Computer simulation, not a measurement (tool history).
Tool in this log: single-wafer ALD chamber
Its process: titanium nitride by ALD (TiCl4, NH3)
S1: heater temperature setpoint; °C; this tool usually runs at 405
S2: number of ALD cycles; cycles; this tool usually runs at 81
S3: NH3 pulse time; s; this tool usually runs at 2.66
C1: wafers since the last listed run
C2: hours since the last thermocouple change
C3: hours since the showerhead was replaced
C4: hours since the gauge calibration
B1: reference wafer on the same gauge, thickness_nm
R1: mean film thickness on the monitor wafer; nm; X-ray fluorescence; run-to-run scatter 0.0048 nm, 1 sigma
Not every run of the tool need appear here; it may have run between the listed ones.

run,hour,S1,S2,S3,C1,C2,C3,C4,B1,R1
1,0.0,405,81,2.05,0,1265.7,4360.1,387.0,2.202,1.905
2,32.7,405,81,2.05,119,1298.4,4392.8,419.7,2.204,1.900
3,64.5,405,81,2.66,116,1330.2,4424.6,451.5,2.202,1.924
4,77.8,401,81,2.66,48,1343.5,4437.9,464.8,2.202,1.917
5,101.6,405,81,2.66,87,1367.3,4461.7,488.6,2.200,1.919
6,128.7,405,81,2.66,99,1394.4,4488.8,515.7,2.200,1.910
7,143.3,405,81,2.66,53,1409.0,4503.4,530.3,2.198,1.914
8,169.4,405,81,2.66,95,1435.1,4529.5,556.4,2.196,1.914
9,182.3,405,81,2.66,47,1448.0,4542.4,569.3,2.198,1.905
10,210.4,405,81,2.66,103,1476.1,4570.5,597.4,2.194,1.918
11,230.6,405,81,2.66,74,1496.3,4590.7,617.6,2.194,1.909
12,258.2,405,81,2.66,101,1523.9,4618.3,645.2,2.194,1.907
13,279.3,405,81,2.66,77,1545.0,4639.4,666.3,2.195,1.907
# hour 297.2: thermocouple changed; heater temperature recalibrated
14,304.9,405,81,2.66,64,7.7,4665.0,691.9,2.191,1.916
# hour 319.6: gauge calibrated
15,330.9,405,81,1.90,95,33.7,4691.0,11.3,2.225,1.917
16,348.6,419,81,1.92,64,51.4,4708.7,29.0,2.227,1.929
17,382.3,393,81,3.27,123,85.1,4742.4,62.7,2.223,1.932
18,405.5,405,81,2.66,85,108.3,4765.6,85.9,2.221,1.932
# hour 423.0: showerhead replaced
19,440.9,405,81,2.66,100,143.7,17.9,121.3,2.223,1.936
20,469.0,413,94,3.02,103,171.8,46.0,149.4,2.217,2.248
21,486.7,405,94,2.66,64,189.5,63.7,167.1,2.217,2.230
22,517.0,414,74,3.31,111,219.8,94.0,197.4,2.217,1.779
23,546.3,405,81,2.66,107,249.1,123.3,226.7,2.213,1.928
24,564.5,405,95,3.57,66,267.3,141.5,244.9,2.215,2.280
25,591.2,405,81,2.66,97,294.0,168.2,271.6,2.212,1.922
26,615.4,405,81,2.66,88,318.2,192.4,295.8,2.214,1.926
27,643.5,398,67,3.43,103,346.3,220.5,323.9,2.212,1.603
28,679.0,405,93,3.20,130,381.8,256.0,359.4,2.210,2.221

Give the tool's hidden conditions for every run:
wafer temperature above the value expected at the setpoint (K): 0 on each run
H1: gauge reads high (%)
run,H1
1,-0.7
2,-0.763
3,-0.825
4,-0.851
5,-0.897
6,-0.949
7,-0.978
8,-1.03
9,-1.05
10,-1.11
11,-1.15
12,-1.2
13,-1.24
14,-1.29
15,0.208
16,0.174
17,0.108
18,0.0634
19,-0.00517
20,-0.0596
21,-0.0939
22,-0.153
23,-0.209
24,-0.245
25,-0.296
26,-0.343
27,-0.398
28,-0.467
